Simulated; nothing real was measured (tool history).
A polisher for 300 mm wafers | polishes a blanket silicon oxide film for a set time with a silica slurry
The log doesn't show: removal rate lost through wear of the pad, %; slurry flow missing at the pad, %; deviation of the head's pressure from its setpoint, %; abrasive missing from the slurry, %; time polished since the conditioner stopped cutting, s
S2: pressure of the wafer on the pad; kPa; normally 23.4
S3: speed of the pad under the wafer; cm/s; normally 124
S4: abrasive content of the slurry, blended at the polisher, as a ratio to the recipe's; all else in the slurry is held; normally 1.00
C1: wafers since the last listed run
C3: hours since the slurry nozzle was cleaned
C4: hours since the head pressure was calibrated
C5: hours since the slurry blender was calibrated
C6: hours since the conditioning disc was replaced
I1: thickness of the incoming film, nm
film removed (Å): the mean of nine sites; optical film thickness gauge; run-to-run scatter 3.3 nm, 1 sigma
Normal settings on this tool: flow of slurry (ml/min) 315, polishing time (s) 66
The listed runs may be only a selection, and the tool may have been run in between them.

{"run": 1, "hour": 0.0, "flow of slurry (ml/min)": 315, "S2": 23.4, "S3": 124, "S4": 1.0, "polishing time (s)": 66, "C1": 0, "wafers polished on this pad": 2693, "C3": 366.7, "C4": 426.4, "C5": 361.0, "C6": 360.4, "I1": 948.5, "film removed (Å)": 1458}
{"run": 2, "hour": 48.0, "flow of slurry (ml/min)": 315, "S2": 23.4, "S3": 124, "S4": 1.0, "polishing time (s)": 66, "C1": 547, "wafers polished on this pad": 3241, "C3": 414.7, "C4": 474.4, "C5": 409.0, "C6": 408.4, "I1": 951.6, "film removed (Å)": 1478}
{"hour": 57.4, "done": "conditioning disc replaced and pad reconditioned"}
{"hour": 70.1, "done": "slurry blender recalibrated, repeated, since the last time left the tool worse"}
{"run": 3, "hour": 93.7, "flow of slurry (ml/min)": 315, "S2": 23.4, "S3": 124, "S4": 1.0, "polishing time (s)": 66, "C1": 475, "wafers polished on this pad": 3717, "C3": 460.4, "C4": 520.1, "C5": 23.6, "C6": 36.3, "I1": 944.4, "film removed (Å)": 2193}
{"hour": 112.2, "done": "worn pad replaced by a new one"}
{"run": 4, "hour": 122.2, "flow of slurry (ml/min)": 350, "S2": 23.4, "S3": 124, "S4": 1.0, "polishing time (s)": 66, "C1": 279, "wafers polished on this pad": 114, "C3": 488.9, "C4": 548.6, "C5": 52.1, "C6": 64.8, "I1": 967.8, "film removed (Å)": 2162}
{"hour": 149.3, "done": "slurry nozzle cleaned"}
{"run": 5, "hour": 160.0, "flow of slurry (ml/min)": 315, "S2": 23.4, "S3": 124, "S4": 1.0, "polishing time (s)": 66, "C1": 420, "wafers polished on this pad": 534, "C3": 10.7, "C4": 586.4, "C5": 89.9, "C6": 102.6, "I1": 949.1, "film removed (Å)": 2049}
{"run": 6, "hour": 200.8, "flow of slurry (ml/min)": 315, "S2": 23.4, "S3": 124, "S4": 1.15, "polishing time (s)": 66, "C1": 465, "wafers polished on this pad": 999, "C3": 51.5, "C4": 627.2, "C5": 130.7, "C6": 143.4, "I1": 951.2, "film removed (Å)": 2220}
{"run": 7, "hour": 270.0, "flow of slurry (ml/min)": 315, "S2": 23.4, "S3": 124, "S4": 1.15, "polishing time (s)": 66, "C1": 789, "wafers polished on this pad": 1789, "C3": 120.7, "C4": 696.4, "C5": 199.9, "C6": 212.6, "I1": 941.2, "film removed (Å)": 2125}
{"run": 8, "hour": 307.7, "flow of slurry (ml/min)": 315, "S2": 23.4, "S3": 124, "S4": 1.0, "polishing time (s)": 66, "C1": 430, "wafers polished on this pad": 2219, "C3": 158.4, "C4": 734.1, "C5": 237.6, "C6": 250.3, "I1": 960.4, "film removed (Å)": 2021}
{"run": 9, "hour": 365.4, "flow of slurry (ml/min)": 400, "S2": 27.6, "S3": 96, "S4": 1.0, "polishing time (s)": 57, "C1": 658, "wafers polished on this pad": 2878, "C3": 216.1, "C4": 791.8, "C5": 295.3, "C6": 308.0, "I1": 949.7, "film removed (Å)": 1637}
{"run": 10, "hour": 432.7, "flow of slurry (ml/min)": 315, "S2": 30.3, "S3": 80, "S4": 1.2, "polishing time (s)": 66, "C1": 768, "wafers polished on this pad": 3646, "C3": 283.4, "C4": 859.1, "C5": 362.6, "C6": 375.3, "I1": 942.6, "film removed (Å)": 1997}
{"hour": 436.7, "done": "conditioning disc replaced and pad reconditioned"}
{"run": 11, "hour": 478.8, "flow of slurry (ml/min)": 315, "S2": 31.7, "S3": 106, "S4": 1.0, "polishing time (s)": 66, "C1": 503, "wafers polished on this pad": 4149, "C3": 329.5, "C4": 905.2, "C5": 408.7, "C6": 42.1, "I1": 957.3, "film removed (Å)": 2231}
{"hour": 500.3, "done": "slurry blender recalibrated"}
{"hour": 513.1, "done": "worn pad replaced by a new one"}
{"run": 12, "hour": 542.4, "flow of slurry (ml/min)": 315, "S2": 23.4, "S3": 124, "S4": 1.0, "polishing time (s)": 66, "C1": 657, "wafers polished on this pad": 334, "C3": 393.1, "C4": 968.8, "C5": 42.1, "C6": 105.7, "I1": 954.7, "film removed (Å)": 2176}
{"hour": 544.8, "done": "head pressure recalibrated"}
{"run": 13, "hour": 581.6, "flow of slurry (ml/min)": 270, "S2": 17.2, "S3": 110, "S4": 0.75, "polishing time (s)": 66, "C1": 424, "wafers polished on this pad": 759, "C3": 432.3, "C4": 36.8, "C5": 81.3, "C6": 144.9, "I1": 933.8, "film removed (Å)": 1268}
{"hour": 601.5, "done": "slurry nozzle cleaned"}
{"run": 14, "hour": 630.2, "flow of slurry (ml/min)": 315, "S2": 23.4, "S3": 124, "S4": 1.0, "polishing time (s)": 66, "C1": 543, "wafers polished on this pad": 1302, "C3": 28.7, "C4": 85.4, "C5": 129.9, "C6": 193.5, "I1": 945.7, "film removed (Å)": 2044}
{"run": 15, "hour": 683.4, "flow of slurry (ml/min)": 250, "S2": 23.4, "S3": 148, "S4": 1.0, "polishing time (s)": 66, "C1": 607, "wafers polished on this pad": 1909, "C3": 81.9, "C4": 138.6, "C5": 183.1, "C6": 246.7, "I1": 969.2, "film removed (Å)": 2237}
{"run": 16, "hour": 754.3, "flow of slurry (ml/min)": 315, "S2": 17.9, "S3": 124, "S4": 0.85, "polishing time (s)": 72, "C1": 809, "wafers polished on this pad": 2718, "C3": 152.8, "C4": 209.5, "C5": 254.0, "C6": 317.6, "I1": 964.8, "film removed (Å)": 1690}
{"run": 17, "hour": 793.4, "flow of slurry (ml/min)": 275, "S2": 23.4, "S3": 124, "S4": 1.0, "polishing time (s)": 66, "C1": 446, "wafers polished on this pad": 3165, "C3": 191.9, "C4": 248.6, "C5": 293.1, "C6": 356.7, "I1": 950.4, "film removed (Å)": 1953}
{"hour": 802.0, "done": "conditioning disc replaced and pad reconditioned"}
{"run": 18, "hour": 845.4, "flow of slurry (ml/min)": 315, "S2": 23.4, "S3": 124, "S4": 1.0, "polishing time (s)": 66, "C1": 570, "wafers polished on this pad": 3735, "C3": 243.9, "C4": 300.6, "C5": 345.1, "C6": 43.4, "I1": 956.8, "film removed (Å)": 2046}
{"run": 19, "hour": 885.0, "flow of slurry (ml/min)": 350, "S2": 17.2, "S3": 124, "S4": 0.75, "polishing time (s)": 66, "C1": 451, "wafers polished on this pad": 4187, "C3": 283.5, "C4": 340.2, "C5": 384.7, "C6": 83.0, "I1": 952.5, "film removed (Å)": 1299}
{"hour": 931.1, "done": "slurry blender recalibrated"}
{"hour": 933.3, "done": "worn pad replaced by a new one"}
{"run": 20, "hour": 956.0, "flow of slurry (ml/min)": 315, "S2": 26.9, "S3": 124, "S4": 1.0, "polishing time (s)": 53, "C1": 763, "wafers polished on this pad": 259, "C3": 354.5, "C4": 411.2, "C5": 24.9, "C6": 154.0, "I1": 961.9, "film removed (Å)": 1925}
{"run": 21, "hour": 995.0, "flow of slurry (ml/min)": 315, "S2": 29.6, "S3": 96, "S4": 1.0, "polishing time (s)": 66, "C1": 445, "wafers polished on this pad": 704, "C3": 393.5, "C4": 450.2, "C5": 63.9, "C6": 193.0, "I1": 957.2, "film removed (Å)": 2138}
{"run": 22, "hour": 1052.1, "flow of slurry (ml/min)": 390, "S2": 25.5, "S3": 82, "S4": 1.0, "polishing time (s)": 66, "C1": 651, "wafers polished on this pad": 1356, "C3": 450.6, "C4": 507.3, "C5": 121.0, "C6": 250.1, "I1": 959.0, "film removed (Å)": 1699}
{"hour": 1107.4, "done": "slurry nozzle cleaned"}
{"run": 23, "hour": 1111.6, "flow of slurry (ml/min)": 315, "S2": 26.9, "S3": 124, "S4": 1.0, "polishing time (s)": 53, "C1": 667, "wafers polished on this pad": 2024, "C3": 4.2, "C4": 566.8, "C5": 180.5, "C6": 309.6, "I1": 945.7, "film removed (Å)": 1769}
{"run": 24, "hour": 1146.9, "flow of slurry (ml/min)": 315, "S2": 23.4, "S3": 98, "S4": 1.0, "polishing time (s)": 66, "C1": 402, "wafers polished on this pad": 2427, "C3": 39.5, "C4": 602.1, "C5": 215.8, "C6": 344.9, "I1": 933.0, "film removed (Å)": 1754}
{"run": 25, "hour": 1183.4, "flow of slurry (ml/min)": 235, "S2": 23.4, "S3": 124, "S4": 1.0, "polishing time (s)": 50, "C1": 416, "wafers polished on this pad": 2843, "C3": 76.0, "C4": 638.6, "C5": 252.3, "C6": 381.4, "I1": 929.5, "film removed (Å)": 1447}
{"hour": 1197.8, "done": "conditioning disc replaced and pad reconditioned"}
{"run": 26, "hour": 1212.2, "flow of slurry (ml/min)": 315, "S2": 31.7, "S3": 124, "S4": 1.0, "polishing time (s)": 66, "C1": 305, "wafers polished on this pad": 3149, "C3": 104.8, "C4": 667.4, "C5": 281.1, "C6": 14.4, "I1": 956.3, "film removed (Å)": 2486}

Below are 3 alternative next runs, each starting from the tool's condition after run 26. Predict each:
{"run": "A", "hour": 1212.6, "flow of slurry (ml/min)": 390, "S2": 23.4, "S3": 124, "S4": 1.0, "polishing time (s)": 66, "C1": 4, "wafers polished on this pad": 3154, "C3": 105.2, "C4": 667.8, "C5": 281.5, "C6": 14.8, "I1": 944.5, "film removed (Å)": "?"}
{"run": "B", "hour": 1212.6, "flow of slurry (ml/min)": 370, "S2": 18.6, "S3": 124, "S4": 0.85, "polishing time (s)": 66, "C1": 4, "wafers polished on this pad": 3154, "C3": 105.2, "C4": 667.8, "C5": 281.5, "C6": 14.8, "I1": 944.5, "film removed (Å)": "?"}
{"run": "C", "hour": 1212.6, "flow of slurry (ml/min)": 315, "S2": 23.4, "S3": 124, "S4": 0.85, "polishing time (s)": 66, "C1": 4, "wafers polished on this pad": 3154, "C3": 105.2, "C4": 667.8, "C5": 281.5, "C6": 14.8, "I1": 944.5, "film removed (Å)": "?"}

run=A film_removed_(Å)=1986
run=B film_removed_(Å)=1504
run=C film_removed_(Å)=1722
The same runs, with their run-to-run variation unchanged, on a tool lacking any hidden condition would have given:
run=A film_removed_(Å)=2236
run=B film_removed_(Å)=1717
run=C film_removed_(Å)=1966
